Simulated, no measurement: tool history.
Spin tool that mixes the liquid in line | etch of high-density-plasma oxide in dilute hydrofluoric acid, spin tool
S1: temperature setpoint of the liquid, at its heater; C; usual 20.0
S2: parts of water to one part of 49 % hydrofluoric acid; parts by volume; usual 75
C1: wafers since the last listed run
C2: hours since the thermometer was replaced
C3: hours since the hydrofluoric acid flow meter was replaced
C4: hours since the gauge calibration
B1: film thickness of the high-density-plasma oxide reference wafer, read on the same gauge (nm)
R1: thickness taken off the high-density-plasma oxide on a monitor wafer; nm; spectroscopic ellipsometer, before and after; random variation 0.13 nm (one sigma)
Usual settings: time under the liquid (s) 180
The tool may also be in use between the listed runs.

run 1 day=0.000 | S1=18.5 S2=75 time_under_the_liquid_(s)=265 | C1=0 C2=318.9 C3=1132.5 C4=397.9 | B1=29.99 | R1=18.59
run 2 day=2.779 | S1=18.5 S2=75 time_under_the_liquid_(s)=265 | C1=374 C2=385.6 C3=1199.2 C4=464.6 | B1=30.02 | R1=18.46
run 3 day=4.342 | S1=20.0 S2=75 time_under_the_liquid_(s)=260 | C1=210 C2=423.1 C3=1236.7 C4=502.1 | B1=30.02 | R1=18.79
run 4 day=6.154 | S1=20.0 S2=75 time_under_the_liquid_(s)=260 | C1=244 C2=466.6 C3=1280.2 C4=545.6 | B1=30.01 | R1=19.01
run 5 day=7.908 | S1=20.0 S2=75 time_under_the_liquid_(s)=260 | C1=236 C2=508.7 C3=1322.3 C4=587.7 | B1=29.96 | R1=18.65
run 6 day=10.758 | S1=20.0 S2=75 time_under_the_liquid_(s)=180 | C1=384 C2=577.1 C3=1390.7 C4=656.1 | B1=30.01 | R1=12.73
-- day=11.046 gauge calibrated
run 7 day=13.133 | S1=20.0 S2=75 time_under_the_liquid_(s)=180 | C1=320 C2=634.1 C3=1447.7 C4=50.1 | B1=29.97 | R1=12.79
-- day=14.225 hydrofluoric acid flow meter replaced
run 8 day=15.379 | S1=20.0 S2=75 time_under_the_liquid_(s)=180 | C1=297 C2=688.0 C3=27.7 C4=104.0 | B1=30.03 | R1=12.44
run 9 day=16.600 | S1=22.0 S2=45 time_under_the_liquid_(s)=270 | C1=164 C2=717.3 C3=57.0 C4=133.3 | B1=29.96 | R1=35.52
-- day=19.100 thermometer replaced
run 10 day=19.121 | S1=20.0 S2=75 time_under_the_liquid_(s)=260 | C1=334 C2=0.5 C3=117.5 C4=193.8 | B1=29.98 | R1=19.97
run 11 day=20.379 | S1=20.0 S2=45 time_under_the_liquid_(s)=180 | C1=169 C2=30.7 C3=147.7 C4=224.0 | B1=30.03 | R1=24.04
run 12 day=21.650 | S1=24.5 S2=75 time_under_the_liquid_(s)=180 | C1=171 C2=61.2 C3=178.2 C4=254.5 | B1=30.00 | R1=16.64
run 13 day=24.600 | S1=20.0 S2=45 time_under_the_liquid_(s)=100 | C1=398 C2=132.0 C3=249.0 C4=325.3 | B1=29.96 | R1=12.87
run 14 day=27.471 | S1=17.5 S2=90 time_under_the_liquid_(s)=125 | C1=387 C2=200.9 C3=317.9 C4=394.2 | B1=30.03 | R1=6.92
run 15 day=29.492 | S1=17.0 S2=105 time_under_the_liquid_(s)=180 | C1=272 C2=249.4 C3=366.4 C4=442.7 | B1=29.99 | R1=8.18
run 16 day=31.346 | S1=21.5 S2=110 time_under_the_liquid_(s)=250 | C1=250 C2=293.9 C3=410.9 C4=487.2 | B1=29.96 | R1=12.80

How the hidden state differs across the entries between the runs, from the last listed run before each to the first after it:
Between runs 6 and 7: gauge calibrated (day 11.046)
  liquid colder than its thermometer reads (K): 2.09 -> 2.29
  measured less the result without the state, R1: -1.17 -> -1.29 nm
Between runs 7 and 8: hydrofluoric acid flow meter replaced (day 14.225)
  liquid colder than its thermometer reads (K): 2.29 -> 2.49
  measured less the result without the state, R1: -1.29 -> -1.37 nm
Between runs 9 and 10: thermometer replaced (day 19.100)
  liquid colder than its thermometer reads (K): 2.59 -> 0.0506
  measured less the result without the state, R1: -4.12 -> -0.04 nm
